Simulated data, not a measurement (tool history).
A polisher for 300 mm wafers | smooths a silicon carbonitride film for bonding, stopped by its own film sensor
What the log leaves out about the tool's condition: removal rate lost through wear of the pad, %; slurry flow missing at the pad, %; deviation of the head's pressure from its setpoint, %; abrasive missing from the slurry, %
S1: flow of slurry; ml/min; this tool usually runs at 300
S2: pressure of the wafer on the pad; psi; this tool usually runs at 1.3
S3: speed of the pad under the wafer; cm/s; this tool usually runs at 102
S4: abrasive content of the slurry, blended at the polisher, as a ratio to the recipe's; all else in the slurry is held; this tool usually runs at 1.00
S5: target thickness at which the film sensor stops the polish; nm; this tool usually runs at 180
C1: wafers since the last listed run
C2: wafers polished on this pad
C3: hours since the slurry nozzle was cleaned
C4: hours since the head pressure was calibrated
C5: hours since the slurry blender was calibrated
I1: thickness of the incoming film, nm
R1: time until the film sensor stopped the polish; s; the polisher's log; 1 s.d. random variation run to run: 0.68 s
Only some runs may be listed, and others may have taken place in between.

Run 1, hour 0.0: usual settings but S4 0.80; C1 0; C2 2129; C3 51.2; C4 221.5; C5 407.4; I1 190.7. Result: R1 79.7 s.
At hour 33.1: slurry blender recalibrated.
Run 2, hour 60.9: usual settings but S2 1.0 psi; C1 605; C2 2734; C3 112.1; C4 282.4; C5 27.8; I1 193.0. Result: R1 106.2 s.
Run 3, hour 103.0: usual settings but S2 1.0 psi; C1 432; C2 3167; C3 154.2; C4 324.5; C5 69.9; I1 190.6. Result: R1 85.0 s.
Run 4, hour 158.9: usual settings but S1 380 ml/min, S5 178 nm; C1 574; C2 3741; C3 210.1; C4 380.4; C5 125.8; I1 191.3. Result: R1 85.9 s.
At hour 192.6: worn pad replaced by a new one.
Run 5, hour 230.8: usual settings but S1 220 ml/min; C1 697; C2 392; C3 282.0; C4 452.3; C5 197.7; I1 189.1. Result: R1 62.2 s.
Run 6, hour 290.5: usual settings; C1 613; C2 1006; C3 341.7; C4 512.0; C5 257.4; I1 189.7. Result: R1 63.6 s.
Run 7, hour 359.8: usual settings; C1 711; C2 1718; C3 411.0; C4 581.3; C5 326.7; I1 188.3. Result: R1 54.7 s.
Run 8, hour 396.4: usual settings; C1 375; C2 2094; C3 447.6; C4 617.9; C5 363.3; I1 186.1. Result: R1 39.3 s.
At hour 438.9: slurry blender recalibrated.
Run 9, hour 451.2: usual settings but S3 84 cm/s, S5 182 nm; C1 542; C2 2636; C3 502.4; C4 672.7; C5 12.3; I1 190.0. Result: R1 61.0 s.
At hour 454.4: slurry nozzle cleaned.
Run 10, hour 505.7: usual settings but S3 84 cm/s, S5 182 nm; C1 549; C2 3186; C3 51.3; C4 727.2; C5 66.8; I1 192.9. Result: R1 81.7 s.
At hour 527.4: worn pad replaced by a new one.
Run 11, hour 577.0: usual settings but S3 84 cm/s, S5 182 nm; C1 691; C2 509; C3 122.6; C4 798.5; C5 138.1; I1 186.5. Result: R1 33.6 s.
Run 12, hour 617.2: usual settings but S2 1.1 psi, S3 88 cm/s, S5 182 nm; C1 412; C2 922; C3 162.8; C4 838.7; C5 178.3; I1 189.4. Result: R1 60.6 s.
Run 13, hour 643.4: usual settings but S2 0.9 psi, S3 134 cm/s, S5 182 nm; C1 269; C2 1191; C3 189.0; C4 864.9; C5 204.5; I1 189.6. Result: R1 55.2 s.
Run 14, hour 683.0: usual settings; C1 406; C2 1598; C3 228.6; C4 904.5; C5 244.1; I1 190.0. Result: R1 66.8 s.
Run 15, hour 710.5: usual settings but S4 1.10; C1 282; C2 1880; C3 256.1; C4 932.0; C5 271.6; I1 192.2. Result: R1 77.0 s.
At hour 725.4: head pressure recalibrated.
Run 16, hour 746.5: usual settings but S3 128 cm/s; C1 349; C2 2230; C3 292.1; C4 21.1; C5 307.6; I1 189.7. Result: R1 54.5 s.
Run 17, hour 779.5: usual settings but S2 1.8 psi; C1 339; C2 2569; C3 325.1; C4 54.1; C5 340.6; I1 186.6. Result: R1 33.9 s.
Run 18, hour 819.0: usual settings but S1 220 ml/min, S2 1.8 psi, S3 78 cm/s, S5 183 nm; C1 405; C2 2975; C3 364.6; C4 93.6; C5 380.1; I1 188.8. Result: R1 36.3 s.
Run 19, hour 877.6: usual settings but S1 380 ml/min, S5 183 nm; C1 601; C2 3577; C3 423.2; C4 152.2; C5 438.7; I1 191.8. Result: R1 57.1 s.
At hour 879.7: slurry nozzle cleaned.
At hour 883.9: slurry blender recalibrated.
At hour 893.0: worn pad replaced by a new one.
Run 20, hour 948.7: usual settings but S1 395 ml/min, S2 1.1 psi, S5 178 nm; C1 658; C2 571; C3 69.0; C4 223.3; C5 64.8; I1 192.1. Result: R1 104.9 s.
Run 21, hour 1007.2: usual settings; C1 600; C2 1172; C3 127.5; C4 281.8; C5 123.3; I1 188.4. Result: R1 56.2 s.
Run 22, hour 1066.8: usual settings but S2 1.8 psi; C1 612; C2 1785; C3 187.1; C4 341.4; C5 182.9; I1 189.1. Result: R1 45.7 s.
Run 23, hour 1106.1: usual settings; C1 403; C2 2188; C3 226.4; C4 380.7; C5 222.2; I1 188.5. Result: R1 56.4 s.
Run 24, hour 1176.3: usual settings but S1 355 ml/min, S3 126 cm/s, S4 1.15; C1 721; C2 2910; C3 296.6; C4 450.9; C5 292.4; I1 190.4. Result: R1 54.8 s.
Run 25, hour 1211.5: usual settings but S2 1.7 psi; C1 361; C2 3271; C3 331.8; C4 486.1; C5 327.6; I1 190.7. Result: R1 58.3 s.
Run 26, hour 1246.4: usual settings but S5 182 nm; C1 358; C2 3630; C3 366.7; C4 521.0; C5 362.5; I1 191.4. Result: R1 61.7 s.
Run 27, hour 1290.6: usual settings; C1 454; C2 4084; C3 410.9; C4 565.2; C5 406.7; I1 188.4. Result: R1 55.3 s.
At hour 1302.5: worn pad replaced by a new one.
At hour 1303.7: slurry blender recalibrated.
At hour 1334.4: slurry nozzle cleaned.
Run 28, hour 1350.2: usual settings but S2 1.7 psi, S5 182 nm; C1 548; C2 467; C3 15.8; C4 624.8; C5 46.5; I1 189.2. Result: R1 38.3 s.
Run 29, hour 1406.5: usual settings; C1 578; C2 1045; C3 72.1; C4 681.1; C5 102.8; I1 191.7. Result: R1 76.8 s.
Run 30, hour 1477.2: usual settings; C1 726; C2 1772; C3 142.8; C4 751.8; C5 173.5; I1 192.0. Result: R1 79.4 s.
Run 31, hour 1513.9: usual settings but S2 1.4 psi, S4 1.20; C1 377; C2 2149; C3 179.5; C4 788.5; C5 210.2; I1 192.0. Result: R1 68.3 s.

Consider 3 possible next runs. They are alternatives, not a sequence: every one starts from the tool as it was left by run 31. What does each give?
Run A, hour 1514.3: usual settings but S5 178 nm; C1 4; C2 2153; C3 179.9; C4 788.9; C5 210.6; I1 187.0. Result: R1 ?.
Run B, hour 1514.3: usual settings but S3 86 cm/s, S4 0.90; C1 4; C2 2153; C3 179.9; C4 788.9; C5 210.6; I1 187.0. Result: R1 ?.
Run C, hour 1514.3: usual settings but S1 345 ml/min, S4 1.10; C1 4; C2 2153; C3 179.9; C4 788.9; C5 210.6; I1 187.0. Result: R1 ?.

run    R1
  A  59.3
  B  54.5
  C  43.4
Without the tool's unlogged condition, the same runs would have read:
run    R1
  A  59.3
  B  54.5
  C  43.4
